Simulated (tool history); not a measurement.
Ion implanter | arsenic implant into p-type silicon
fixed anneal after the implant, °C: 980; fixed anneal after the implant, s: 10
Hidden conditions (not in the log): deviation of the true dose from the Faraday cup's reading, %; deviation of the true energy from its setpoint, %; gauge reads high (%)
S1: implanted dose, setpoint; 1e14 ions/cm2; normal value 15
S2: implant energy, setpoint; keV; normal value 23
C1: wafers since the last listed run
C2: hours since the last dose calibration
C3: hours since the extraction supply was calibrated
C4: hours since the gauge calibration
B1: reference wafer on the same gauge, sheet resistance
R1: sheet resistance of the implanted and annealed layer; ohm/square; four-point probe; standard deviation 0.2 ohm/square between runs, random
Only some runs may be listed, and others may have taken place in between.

{"run": 1, "hour": 0.0, "S1": 15, "S2": 23, "C1": 0, "C2": 1703.4, "C3": 4580.8, "C4": 603.2, "B1": 116.01, "R1": 132.4}
{"run": 2, "hour": 30.2, "S1": 15, "S2": 23, "C1": 429, "C2": 1733.6, "C3": 4611, "C4": 633.4, "B1": 116, "R1": 132.27}
{"run": 3, "hour": 95.3, "S1": 15, "S2": 17, "C1": 925, "C2": 1798.7, "C3": 4676.1, "C4": 698.5, "B1": 116.03, "R1": 151.82}
{"hour": 139.9, "done": "gauge calibrated"}
{"run": 4, "hour": 165.2, "S1": 18.13, "S2": 23, "C1": 993, "C2": 1868.6, "C3": 4746, "C4": 25.3, "B1": 115.99, "R1": 127.11}
{"run": 5, "hour": 219.7, "S1": 18.13, "S2": 23, "C1": 774, "C2": 1923.1, "C3": 4800.5, "C4": 79.8, "B1": 116, "R1": 127.22}
{"run": 6, "hour": 256.3, "S1": 18.13, "S2": 23, "C1": 520, "C2": 1959.7, "C3": 4837.1, "C4": 116.4, "B1": 116.01, "R1": 127.35}
{"run": 7, "hour": 290.7, "S1": 18.46, "S2": 23, "C1": 489, "C2": 1994.1, "C3": 4871.5, "C4": 150.8, "B1": 116.01, "R1": 126.73}
{"run": 8, "hour": 324.3, "S1": 16.19, "S2": 23, "C1": 477, "C2": 2027.7, "C3": 4905.1, "C4": 184.4, "B1": 116.03, "R1": 129.8}
{"run": 9, "hour": 392.1, "S1": 13.82, "S2": 23, "C1": 964, "C2": 2095.5, "C3": 4972.9, "C4": 252.2, "B1": 116.01, "R1": 135.24}
{"run": 10, "hour": 416.9, "S1": 12.88, "S2": 23, "C1": 352, "C2": 2120.3, "C3": 4997.7, "C4": 277, "B1": 115.98, "R1": 138.4}
{"hour": 457.6, "done": "extraction supply calibrated"}
{"run": 11, "hour": 458.1, "S1": 12.49, "S2": 18, "C1": 472, "C2": 2161.5, "C3": 0.5, "C4": 318.2, "B1": 116.01, "R1": 154.59}
{"run": 12, "hour": 548.6, "S1": 15, "S2": 18, "C1": 1286, "C2": 2252, "C3": 91, "C4": 408.7, "B1": 115.99, "R1": 147.55}
{"run": 13, "hour": 578.9, "S1": 15, "S2": 23, "C1": 430, "C2": 2282.3, "C3": 121.3, "C4": 439, "B1": 116, "R1": 132.57}
{"run": 14, "hour": 613.5, "S1": 12.03, "S2": 23, "C1": 491, "C2": 2316.9, "C3": 155.9, "C4": 473.6, "B1": 116.01, "R1": 141.55}
{"hour": 654.7, "done": "Faraday cup replaced and dose calibrated"}
{"run": 15, "hour": 676.8, "S1": 18.66, "S2": 31, "C1": 786, "C2": 22.1, "C3": 219.2, "C4": 536.9, "B1": 115.98, "R1": 108.01}
{"run": 16, "hour": 733.2, "S1": 15, "S2": 23, "C1": 801, "C2": 78.5, "C3": 275.6, "C4": 593.3, "B1": 115.99, "R1": 131.22}
{"run": 17, "hour": 772.0, "S1": 15, "S2": 20.5, "C1": 551, "C2": 117.3, "C3": 314.4, "C4": 632.1, "B1": 116.02, "R1": 138.24}
{"hour": 793.9, "done": "gauge calibrated"}
{"run": 18, "hour": 798.5, "S1": 16.52, "S2": 28.5, "C1": 376, "C2": 143.8, "C3": 340.9, "C4": 4.6, "B1": 115.99, "R1": 115.73}
{"run": 19, "hour": 856.5, "S1": 15, "S2": 25.5, "C1": 824, "C2": 201.8, "C3": 398.9, "C4": 62.6, "B1": 115.99, "R1": 125.22}
{"run": 20, "hour": 919.0, "S1": 17.76, "S2": 17, "C1": 888, "C2": 264.3, "C3": 461.4, "C4": 125.1, "B1": 116, "R1": 146.72}
{"run": 21, "hour": 946.8, "S1": 15, "S2": 23, "C1": 395, "C2": 292.1, "C3": 489.2, "C4": 152.9, "B1": 116.01, "R1": 131.73}
{"run": 22, "hour": 1016.3, "S1": 15, "S2": 20, "C1": 988, "C2": 361.6, "C3": 558.7, "C4": 222.4, "B1": 116.01, "R1": 140.24}
{"run": 23, "hour": 1058.8, "S1": 19.23, "S2": 27.5, "C1": 604, "C2": 404.1, "C3": 601.2, "C4": 264.9, "B1": 115.97, "R1": 114.49}
{"run": 24, "hour": 1116.7, "S1": 12.01, "S2": 31, "C1": 823, "C2": 462, "C3": 659.1, "C4": 322.8, "B1": 116.01, "R1": 124.64}

Hidden state, per run?
deviation of the true energy from its setpoint, %: 0 in every run
gauge reads high (%): 0 in every run
H1: deviation of the true dose from the Faraday cup's reading, %
run=1 H1=-4.57
run=2 H1=-4.6
run=3 H1=-4.65
run=4 H1=-4.69
run=5 H1=-4.73
run=6 H1=-4.75
run=7 H1=-4.77
run=8 H1=-4.79
run=9 H1=-4.83
run=10 H1=-4.84
run=11 H1=-4.86
run=12 H1=-4.9
run=13 H1=-4.91
run=14 H1=-4.92
run=15 H1=-0.0756
run=16 H1=-0.415
run=17 H1=-0.635
run=18 H1=-0.779
run=19 H1=-1.08
run=20 H1=-1.38
run=21 H1=-1.51
run=22 H1=-1.81
run=23 H1=-1.98
run=24 H1=-2.2
